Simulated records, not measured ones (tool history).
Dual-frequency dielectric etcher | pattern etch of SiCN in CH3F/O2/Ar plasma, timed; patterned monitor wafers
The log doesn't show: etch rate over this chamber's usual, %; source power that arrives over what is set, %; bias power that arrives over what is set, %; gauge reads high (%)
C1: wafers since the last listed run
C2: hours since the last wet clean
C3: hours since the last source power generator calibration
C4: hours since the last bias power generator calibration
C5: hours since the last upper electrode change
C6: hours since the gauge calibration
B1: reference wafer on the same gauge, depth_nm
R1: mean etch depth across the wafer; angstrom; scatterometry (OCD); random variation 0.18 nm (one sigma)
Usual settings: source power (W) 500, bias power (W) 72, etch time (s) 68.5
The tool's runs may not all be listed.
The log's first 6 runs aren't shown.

Run 7, hour 172.0: usual settings but source power (W) 420; C1 161; C2 172.5; C3 41.2; C4 3488.8; C5 2959.8; C6 410.0; B1 27.27. Result: R1 284.7 angstrom.
Run 8, hour 200.9: usual settings; C1 296; C2 201.4; C3 70.1; C4 3517.7; C5 2988.7; C6 438.9; B1 27.21. Result: R1 295.6 angstrom.
Run 9, hour 216.9: usual settings but source power (W) 410, bias power (W) 65, etch time (s) 51.0; C1 164; C2 217.4; C3 86.1; C4 3533.7; C5 3004.7; C6 454.9; B1 27.30. Result: R1 201.8 angstrom.
At hour 241.4: upper electrode replaced.
Run 10, hour 241.9: usual settings but source power (W) 550, bias power (W) 89, etch time (s) 77.0; C1 10; C2 242.4; C3 111.1; C4 3558.7; C5 0.5; C6 479.9; B1 27.14. Result: R1 369.1 angstrom.
Run 11, hour 255.9: usual settings but bias power (W) 59; C1 143; C2 256.4; C3 125.1; C4 3572.7; C5 14.5; C6 493.9; B1 27.25. Result: R1 275.6 angstrom.
Run 12, hour 271.9: usual settings but etch time (s) 49.0; C1 164; C2 272.4; C3 141.1; C4 3588.7; C5 30.5; C6 509.9; B1 27.25. Result: R1 213.0 angstrom.
Run 13, hour 296.2: usual settings but bias power (W) 88; C1 249; C2 296.7; C3 165.4; C4 3613.0; C5 54.8; C6 534.2; B1 27.22. Result: R1 319.6 angstrom.
Run 14, hour 312.6: usual settings but bias power (W) 57, etch time (s) 49.5; C1 168; C2 313.1; C3 181.8; C4 3629.4; C5 71.2; C6 550.6; B1 27.15. Result: R1 194.8 angstrom.
At hour 317.3: bias power generator calibrated.
Run 15, hour 340.7: usual settings but bias power (W) 82; C1 247; C2 341.2; C3 209.9; C4 23.4; C5 99.3; C6 578.7; B1 27.13. Result: R1 313.0 angstrom.
Run 16, hour 358.0: usual settings but source power (W) 430, bias power (W) 83; C1 177; C2 358.5; C3 227.2; C4 40.7; C5 116.6; C6 596.0; B1 27.25. Result: R1 305.6 angstrom.
Run 17, hour 389.2: usual settings; C1 319; C2 389.7; C3 258.4; C4 71.9; C5 147.8; C6 627.2; B1 27.18. Result: R1 296.2 angstrom.
At hour 457.3: wet clean of the chamber.
Run 18, hour 457.8: usual settings but source power (W) 590, bias power (W) 77; C1 457; C2 0.5; C3 327.0; C4 140.5; C5 216.4; C6 695.8; B1 27.19. Result: R1 317.6 angstrom.
Run 19, hour 478.9: usual settings but source power (W) 620; C1 216; C2 21.6; C3 348.1; C4 161.6; C5 237.5; C6 716.9; B1 27.21. Result: R1 314.5 angstrom.
Run 20, hour 504.0: usual settings but source power (W) 550, bias power (W) 84, etch time (s) 55.5; C1 257; C2 46.7; C3 373.2; C4 186.7; C5 262.6; C6 742.0; B1 27.24. Result: R1 262.4 angstrom.

Run 21 comes next. What will it give?
At hour 512.3: gauge calibrated.
Run 21, hour 531.9: usual settings but source power (W) 460, bias power (W) 78, etch time (s) 86.0; C1 286; C2 74.6; C3 401.1; C4 214.6; C5 290.5; C6 19.6; B1 ?. Result: R1 ?.

B1: 27.19
R1: 380.5 angstrom
Without the tool's hidden state the same run would have given R1 380.5 angstrom.
